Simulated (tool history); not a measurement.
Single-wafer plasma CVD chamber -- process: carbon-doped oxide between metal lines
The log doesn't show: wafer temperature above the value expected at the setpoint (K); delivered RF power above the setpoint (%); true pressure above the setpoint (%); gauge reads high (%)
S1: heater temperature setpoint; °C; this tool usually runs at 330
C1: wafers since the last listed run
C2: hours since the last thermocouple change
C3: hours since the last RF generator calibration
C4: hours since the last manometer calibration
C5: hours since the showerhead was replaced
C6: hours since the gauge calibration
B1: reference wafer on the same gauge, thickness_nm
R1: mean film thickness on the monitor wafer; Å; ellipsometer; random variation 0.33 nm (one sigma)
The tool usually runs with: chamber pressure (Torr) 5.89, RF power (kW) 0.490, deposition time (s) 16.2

Run 1, day 0.000: usual settings but S1 321 °C; C1 0; C2 578.8; C3 780.9; C4 1123.1; C5 2828.5; C6 184.9; B1 70.750. Result: R1 813.63 Å.
Run 2, day 2.233: usual settings but S1 321 °C; C1 1987; C2 632.4; C3 834.5; C4 1176.7; C5 2882.1; C6 238.5; B1 70.634. Result: R1 813.60 Å.
Run 3, day 3.029: usual settings but S1 321 °C; C1 708; C2 651.5; C3 853.6; C4 1195.8; C5 2901.2; C6 257.6; B1 70.620. Result: R1 805.99 Å.
Run 4, day 4.142: usual settings; C1 990; C2 678.2; C3 880.3; C4 1222.5; C5 2927.9; C6 284.3; B1 70.704. Result: R1 776.29 Å.
Run 5, day 4.846: usual settings; C1 626; C2 695.1; C3 897.2; C4 1239.4; C5 2944.8; C6 301.2; B1 70.610. Result: R1 775.39 Å.
At day 5.138: gauge calibrated.
Run 6, day 5.358: usual settings; C1 456; C2 707.4; C3 909.5; C4 1251.7; C5 2957.1; C6 5.3; B1 70.753. Result: R1 779.52 Å.
Run 7, day 6.562: usual settings but deposition time (s) 15.1; C1 1071; C2 736.3; C3 938.4; C4 1280.6; C5 2986.0; C6 34.2; B1 70.676. Result: R1 724.04 Å.
Run 8, day 7.138: usual settings but chamber pressure (Torr) 6.30, RF power (kW) 0.580, deposition time (s) 14.8; C1 511; C2 750.1; C3 952.2; C4 1294.4; C5 2999.8; C6 48.0; B1 70.696. Result: R1 807.49 Å.
At day 8.038: showerhead replaced.
At day 8.229: RF generator calibrated.
Run 9, day 8.250: usual settings but S1 321 °C; C1 522; C2 776.8; C3 0.5; C4 1321.1; C5 5.1; C6 74.7; B1 70.554. Result: R1 845.71 Å.
Run 10, day 8.708: usual settings but deposition time (s) 18.2; C1 407; C2 787.8; C3 11.5; C4 1332.1; C5 16.1; C6 85.7; B1 70.676. Result: R1 919.05 Å.
At day 9.600: capacitance manometer re-zeroed and calibrated.
At day 10.058: thermocouple changed; heater temperature recalibrated.
Run 11, day 10.079: usual settings but RF power (kW) 0.570; C1 626; C2 0.5; C3 44.4; C4 11.5; C5 49.0; C6 118.6; B1 70.845. Result: R1 904.25 Å.
Run 12, day 10.821: usual settings but deposition time (s) 17.8; C1 660; C2 18.3; C3 62.2; C4 29.3; C5 66.8; C6 136.4; B1 70.651. Result: R1 888.04 Å.
Run 13, day 11.521: usual settings; C1 623; C2 35.1; C3 79.0; C4 46.1; C5 83.6; C6 153.2; B1 70.719. Result: R1 805.55 Å.
Run 14, day 12.671: usual settings but S1 321 °C, chamber pressure (Torr) 4.91, RF power (kW) 0.460, deposition time (s) 13.1; C1 1023; C2 62.7; C3 106.6; C4 73.7; C5 111.2; C6 180.8; B1 70.740. Result: R1 632.10 Å.

Each row is a separate what-if for the run after 14, all from the same tool condition, not one after another. Results?
Run A, day 12.688: usual settings but RF power (kW) 0.430; C1 14; C2 63.1; C3 107.0; C4 74.1; C5 111.6; C6 181.2; B1 ?. Result: R1 ?.
Run B, day 12.688: usual settings but S1 339 °C, RF power (kW) 0.400; C1 14; C2 63.1; C3 107.0; C4 74.1; C5 111.6; C6 181.2; B1 ?. Result: R1 ?.
Run C, day 12.688: usual settings but RF power (kW) 0.565; C1 14; C2 63.1; C3 107.0; C4 74.1; C5 111.6; C6 181.2; B1 ?. Result: R1 ?.

run      B1      R1
  A  70.711  724.24
  B  70.711  657.73
  C  70.711  890.33
Stripped of hidden state, with their random variation kept, the same runs would have yielded:
run      R1
  A  744.53
  B  676.68
  C  910.86
